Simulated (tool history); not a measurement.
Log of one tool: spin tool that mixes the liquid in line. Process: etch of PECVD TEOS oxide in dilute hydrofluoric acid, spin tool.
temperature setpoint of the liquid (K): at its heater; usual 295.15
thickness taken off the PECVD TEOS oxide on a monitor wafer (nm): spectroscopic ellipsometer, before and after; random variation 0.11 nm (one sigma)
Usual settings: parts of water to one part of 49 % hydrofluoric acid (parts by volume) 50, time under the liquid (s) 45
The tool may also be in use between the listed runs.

| run | hour | temperature setpoint of the liquid (K) | parts of water to one part of 49 % hydrofluoric acid (parts by volume) | time under the liquid (s) | read-back film thickness of the PECVD TEOS oxide reference wafer, read on the same gauge (nm) | thickness taken off the PECVD TEOS oxide on a monitor wafer (nm) |
|---|---|---|---|---|---|---|
| 1 | 0.0 | 295.15 | 50 | 45 | 49.99 | 11.18 |
| 2 | 9.1 | 295.15 | 50 | 45 | 50.03 | 11.06 |
| 3 | 22.6 | 295.15 | 50 | 45 | 50.00 | 10.96 |
| 4 | 37.1 | 295.15 | 50 | 45 | 50.04 | 10.94 |
| 5 | 88.8 | 295.15 | 50 | 45 | 50.00 | 11.09 |
| 6 | 98.8 | 295.15 | 50 | 45 | 50.00 | 11.10 |
| 7 | 116.7 | 292.65 | 50 | 45 | 49.96 | 10.11 |
|  | 131.8 | hydrofluoric acid flow meter replaced |
| 8 | 133.1 | 295.15 | 50 | 45 | 50.05 | 11.09 |
| 9 | 148.1 | 295.15 | 50 | 45 | 49.99 | 11.04 |
| 10 | 165.9 | 295.15 | 50 | 45 | 49.97 | 11.07 |
| 11 | 183.7 | 295.15 | 50 | 45 | 50.00 | 11.19 |
| 12 | 201.4 | 295.15 | 50 | 45 | 49.99 | 11.17 |
| 13 | 210.6 | 295.15 | 40 | 45 | 50.00 | 14.01 |
|  | 217.2 | thermometer replaced |
| 14 | 226.0 | 295.15 | 50 | 45 | 50.02 | 11.22 |
| 15 | 235.8 | 295.15 | 50 | 45 | 49.99 | 11.22 |
| 16 | 244.6 | 295.15 | 50 | 65 | 49.96 | 16.01 |
|  | 248.3 | gauge calibrated |
| 17 | 253.4 | 295.15 | 50 | 65 | 50.01 | 15.89 |
| 18 | 263.4 | 299.15 | 50 | 45 | 49.99 | 13.14 |
| 19 | 277.6 | 296.65 | 40 | 65 | 50.01 | 21.66 |
| 20 | 291.0 | 295.15 | 55 | 25 | 50.02 | 5.62 |
| 21 | 308.4 | 295.15 | 50 | 45 | 49.98 | 11.05 |
| 22 | 322.0 | 291.65 | 65 | 60 | 50.00 | 9.76 |
| 23 | 334.4 | 298.15 | 50 | 65 | 49.99 | 17.77 |
| 24 | 347.9 | 298.65 | 75 | 20 | 49.96 | 3.70 |
| 25 | 368.3 | 295.15 | 30 | 45 | 50.03 | 19.07 |
| 26 | 383.9 | 299.65 | 60 | 70 | 49.97 | 17.40 |
| 27 | 397.6 | 295.15 | 45 | 25 | 49.95 | 6.97 |
| 28 | 414.1 | 297.15 | 50 | 45 | 49.98 | 12.06 |

5 ways to go on from here, each from the tool as it stands after run 28. What would each give?
| A | 414.5 | 295.15 | 50 | 45 | ? | ? |
| B | 414.5 | 290.65 | 75 | 45 | ? | ? |
| C | 414.5 | 299.65 | 35 | 25 | ? | ? |
| D | 414.5 | 295.15 | 40 | 60 | ? | ? |
| E | 414.5 | 299.65 | 50 | 20 | ? | ? |

| run | read-back film thickness of the PECVD TEOS oxide reference wafer, read on the same gauge (nm) | thickness taken off the PECVD TEOS oxide on a monitor wafer (nm) |
|---|---|---|
| A | 49.99 | 11.07 |
| B | 49.99 | 5.93 |
| C | 49.99 | 10.80 |
| D | 49.99 | 18.68 |
| E | 49.99 | 5.92 |
Without the tool's hidden state the same runs would have given:
| run | thickness taken off the PECVD TEOS oxide on a monitor wafer (nm) |
|---|---|
| A | 11.07 |
| B | 5.93 |
| C | 10.80 |
| D | 18.68 |
| E | 5.92 |
